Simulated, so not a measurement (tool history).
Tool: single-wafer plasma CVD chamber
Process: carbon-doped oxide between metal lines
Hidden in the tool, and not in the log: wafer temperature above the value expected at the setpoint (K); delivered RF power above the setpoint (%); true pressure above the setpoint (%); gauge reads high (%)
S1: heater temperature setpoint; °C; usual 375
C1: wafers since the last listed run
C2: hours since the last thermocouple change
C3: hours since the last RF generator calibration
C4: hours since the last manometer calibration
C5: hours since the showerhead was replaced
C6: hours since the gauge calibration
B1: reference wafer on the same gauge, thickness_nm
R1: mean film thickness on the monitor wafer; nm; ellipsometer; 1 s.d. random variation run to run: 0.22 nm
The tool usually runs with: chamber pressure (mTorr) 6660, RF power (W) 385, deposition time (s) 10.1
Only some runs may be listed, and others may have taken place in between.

run 1 hour=0 | S1=375 chamber_pressure_(mTorr)=6660 RF_power_(W)=440 deposition_time_(s)=10.1 | C1=0 C2=952.7 C3=17.2 C4=2003.2 C5=6242.6 C6=509 | B1=40.385 | R1=43.134
run 2 hour=47.4 | S1=375 chamber_pressure_(mTorr)=6660 RF_power_(W)=440 deposition_time_(s)=10.1 | C1=1592 C2=1000.1 C3=64.6 C4=2050.6 C5=6290 C6=556.4 | B1=40.365 | R1=42.567
run 3 hour=105.5 | S1=375 chamber_pressure_(mTorr)=6660 RF_power_(W)=440 deposition_time_(s)=10.1 | C1=1951 C2=1058.2 C3=122.7 C4=2108.7 C5=6348.1 C6=614.5 | B1=40.345 | R1=42.34
run 4 hour=166.9 | S1=375 chamber_pressure_(mTorr)=6660 RF_power_(W)=385 deposition_time_(s)=11.4 | C1=2062 C2=1119.6 C3=184.1 C4=2170.1 C5=6409.5 C6=675.9 | B1=40.454 | R1=42.318
run 5 hour=192.5 | S1=375 chamber_pressure_(mTorr)=6660 RF_power_(W)=385 deposition_time_(s)=11.4 | C1=859 C2=1145.2 C3=209.7 C4=2195.7 C5=6435.1 C6=701.5 | B1=40.385 | R1=41.95
-- hour=206.4 thermocouple changed; heater temperature recalibrated
run 6 hour=243.1 | S1=375 chamber_pressure_(mTorr)=6660 RF_power_(W)=385 deposition_time_(s)=11.4 | C1=1430 C2=36.7 C3=260.3 C4=2246.3 C5=6485.7 C6=752.1 | B1=40.369 | R1=41.948
run 7 hour=307.7 | S1=375 chamber_pressure_(mTorr)=6660 RF_power_(W)=325 deposition_time_(s)=11.3 | C1=2169 C2=101.3 C3=324.9 C4=2310.9 C5=6550.3 C6=816.7 | B1=40.39 | R1=34.76
run 8 hour=337.6 | S1=375 chamber_pressure_(mTorr)=6660 RF_power_(W)=325 deposition_time_(s)=11.3 | C1=1004 C2=131.2 C3=354.8 C4=2340.8 C5=6580.2 C6=846.6 | B1=40.372 | R1=34.911
-- hour=389.3 RF generator calibrated, repeated, since the last time left the tool worse
run 9 hour=389.8 | S1=375 chamber_pressure_(mTorr)=6660 RF_power_(W)=445 deposition_time_(s)=10.1 | C1=1484 C2=183.4 C3=0.5 C4=2393 C5=6632.4 C6=898.8 | B1=40.458 | R1=46.837
run 10 hour=437 | S1=375 chamber_pressure_(mTorr)=6660 RF_power_(W)=385 deposition_time_(s)=10.1 | C1=1585 C2=230.6 C3=47.7 C4=2440.2 C5=6679.6 C6=946 | B1=40.334 | R1=40.756
-- hour=535.5 showerhead replaced
run 11 hour=579.8 | S1=365 chamber_pressure_(mTorr)=6660 RF_power_(W)=385 deposition_time_(s)=8.2 | C1=4528 C2=373.4 C3=190.5 C4=2583 C5=44.3 C6=1088.8 | B1=40.405 | R1=34.099
run 12 hour=603.9 | S1=389 chamber_pressure_(mTorr)=7690 RF_power_(W)=410 deposition_time_(s)=12 | C1=809 C2=397.5 C3=214.6 C4=2607.1 C5=68.4 C6=1112.9 | B1=40.38 | R1=50.037
run 13 hour=648.8 | S1=375 chamber_pressure_(mTorr)=6660 RF_power_(W)=385 deposition_time_(s)=10.1 | C1=1508 C2=442.4 C3=259.5 C4=2652 C5=113.3 C6=1157.8 | B1=40.363 | R1=40.547
-- hour=687.8 capacitance manometer re-zeroed and calibrated
run 14 hour=699.9 | S1=375 chamber_pressure_(mTorr)=6660 RF_power_(W)=325 deposition_time_(s)=11.3 | C1=1447 C2=493.5 C3=310.6 C4=12.1 C5=164.4 C6=1208.9 | B1=40.395 | R1=38.034
-- hour=704 gauge calibrated
run 15 hour=753.7 | S1=375 chamber_pressure_(mTorr)=6660 RF_power_(W)=385 deposition_time_(s)=11.6 | C1=1807 C2=547.3 C3=364.4 C4=65.9 C5=218.2 C6=49.7 | B1=40.306 | R1=45.884

The next listed run, before its measurement:
run 16 hour=793.8 | S1=363 chamber_pressure_(mTorr)=6660 RF_power_(W)=385 deposition_time_(s)=9.4 | C1=1346 C2=587.4 C3=404.5 C4=106 C5=258.3 C6=89.8 | B1=? | R1=?

Run 16 came out at B1 40.448, R1 38.684 nm.
On a tool with no hidden condition, and with the same random variation, this run would have come out at R1 39.73 nm.

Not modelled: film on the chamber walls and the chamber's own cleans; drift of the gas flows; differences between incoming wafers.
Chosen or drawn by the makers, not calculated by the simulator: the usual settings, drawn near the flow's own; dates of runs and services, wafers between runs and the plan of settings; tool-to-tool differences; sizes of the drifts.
